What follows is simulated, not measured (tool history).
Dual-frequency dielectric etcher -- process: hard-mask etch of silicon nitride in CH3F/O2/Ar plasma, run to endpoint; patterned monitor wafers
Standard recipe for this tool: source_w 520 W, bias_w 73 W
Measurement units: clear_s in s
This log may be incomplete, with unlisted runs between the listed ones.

run,day,source_w,bias_w,wafers since the last listed run,hours since the last wet clean,hours since the last source power generator calibration,hours since the last bias power generator calibration,hours since the last upper electrode change,"incoming incoming film thickness, nm",clear_s
1,0,520,61,0,232.3,1342,3897.2,4521.2,48.75,60.8
2,0.621,520,61,180,247.2,1356.9,3912.1,4536.1,48.59,62.2
3,2.004,520,61,403,280.4,1390.1,3945.3,4569.3,49.05,62.4
4,2.512,520,73,148,292.6,1402.3,3957.5,4581.5,49.06,59.5
5,3.238,520,73,211,310,1419.7,3974.9,4598.9,48.86,59.4
6,4.029,550,73,230,329,1438.7,3993.9,4617.9,49.16,58.7
7,5.3,550,73,370,359.5,1469.2,4024.4,4648.4,48.88,58.3
8,6.279,600,67,285,383,1492.7,4047.9,4671.9,48.61,57.6
9,8.467,590,73,637,435.5,1545.2,4100.4,4724.4,48.78,58
10,9.254,590,73,229,454.4,1564.1,4119.3,4743.3,48.4,57.7
11,10.638,590,73,403,487.6,1597.3,4152.5,4776.5,48.62,57.7
12,11.696,560,59,308,513,1622.7,4177.9,4801.9,48.24,61.8
# day 12.704: source power generator calibrated
# day 12.808: bias power generator calibrated
13,12.829,560,59,251,540.2,3,0.5,4829.1,48.64,61.5
# day 14.054: wet clean of the chamber
14,14.075,520,73,71,0.5,32.9,30.4,4859,49.14,58.8
15,14.962,460,73,258,21.8,54.2,51.7,4880.3,48.84,60.9
16,15.538,520,82,167,35.6,68,65.5,4894.1,48.82,56.4
17,16.938,520,73,407,69.2,101.6,99.1,4927.7,48.44,58.1
18,18.267,590,85,387,101.1,133.5,131,4959.6,49.04,54.6
# day 19.675: upper electrode replaced
19,19.696,520,59,125,135.4,167.8,165.3,0.5,48.69,62.2
20,20.358,560,73,193,151.3,183.7,181.2,16.4,48.63,57
21,21.725,620,84,398,184.1,216.5,214,49.2,47.96,52.8
22,22.362,600,81,185,199.4,231.8,229.3,64.5,48.82,54.8
23,23.2,390,63,244,219.5,251.9,249.4,84.6,48.47,67.1
24,24.633,520,66,417,253.9,286.3,283.8,119,48.77,61.6
25,25.317,390,57,199,270.3,302.7,300.2,135.4,49.16,70

Run-by-run hidden state of the tool:
source power that arrives over what is set, %: 0, the same for each run
bias power that arrives over what is set, %: 0, the same for each run
H1: etch rate over this chamber's usual, %
run,H1
1,-1.71
2,-1.83
3,-2.11
4,-2.22
5,-2.36
6,-2.52
7,-2.78
8,-2.98
9,-3.43
10,-3.59
11,-3.87
12,-4.08
13,-4.31
14,-0.607
15,-0.787
16,-0.904
17,-1.19
18,-1.46
19,-1.75
20,-1.88
21,-2.16
22,-2.29
23,-2.46
24,-2.75
25,-2.89
